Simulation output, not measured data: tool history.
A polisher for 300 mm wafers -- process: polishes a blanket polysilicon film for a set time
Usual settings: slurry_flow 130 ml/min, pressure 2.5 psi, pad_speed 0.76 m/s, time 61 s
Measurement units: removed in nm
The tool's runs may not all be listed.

run	hour	slurry_flow	pressure	pad_speed	time	wafers since the last listed run	wafers polished on this pad	hours since the slurry nozzle was cleaned	hours since the head pressure was calibrated	incoming thickness of the incoming film, nm	removed
1	0	130	2.5	0.76	61	0	726	64.9	728.3	1141.7	350.5
# hour 4.1: worn pad replaced by a new one
2	19.6	130	2.5	0.76	61	135	134	84.5	747.9	1138.1	345.4
3	41.2	130	2.5	0.62	56	187	322	106.1	769.5	1135.9	259.5
# hour 108: worn pad replaced by a new one
4	111.1	130	2.5	0.62	56	572	27	176	839.4	1166.3	258.5
5	126	130	2.5	0.76	61	129	156	190.9	854.3	1140	347.9
6	154.1	130	2.5	0.76	61	244	400	219	882.4	1142.6	347.6
7	171.7	130	2.5	0.76	61	152	553	236.6	900	1136.5	345.7
# hour 195.7: worn pad replaced by a new one
8	207.4	130	2.8	0.76	61	275	101	272.3	935.7	1143.8	393.1
9	221.7	130	2.8	0.76	61	124	226	286.6	950	1129.4	385.8
10	239.5	130	2.5	0.76	61	154	380	304.4	967.8	1129.4	347.7
11	259.5	130	2.5	0.76	41	173	554	324.4	987.8	1141	233.3
12	273.2	110	2.5	0.54	44	118	673	338.1	1001.5	1134.2	170.7
13	288.1	130	2.5	0.76	61	129	802	353	1016.4	1129.1	351.2
# hour 301: worn pad replaced by a new one
# hour 311.4: head pressure recalibrated
# hour 316.9: slurry nozzle cleaned
14	323.1	130	2.5	0.58	61	243	166	6.2	11.7	1142.3	263.2
15	347.1	130	2.5	0.54	61	208	374	30.2	35.7	1135.2	246.9
16	363.3	130	1.9	0.76	72	140	515	46.4	51.9	1146.9	311.3
17	379.7	130	2.5	0.76	61	142	657	62.8	68.3	1147	350.1
# hour 403.1: worn pad replaced by a new one
18	403.6	155	2.7	0.54	61	172	3	86.7	92.2	1139.7	272.4
19	429.7	130	1.6	0.66	52	226	230	112.8	118.3	1135.9	164.8

For each run, what was the tool's unlogged condition?
removal rate lost through wear of the pad, %: 0, the same for each run
slurry flow missing at the pad, %: 0, the same for each run
deviation of the head's pressure from its setpoint, %: 0, the same for each run
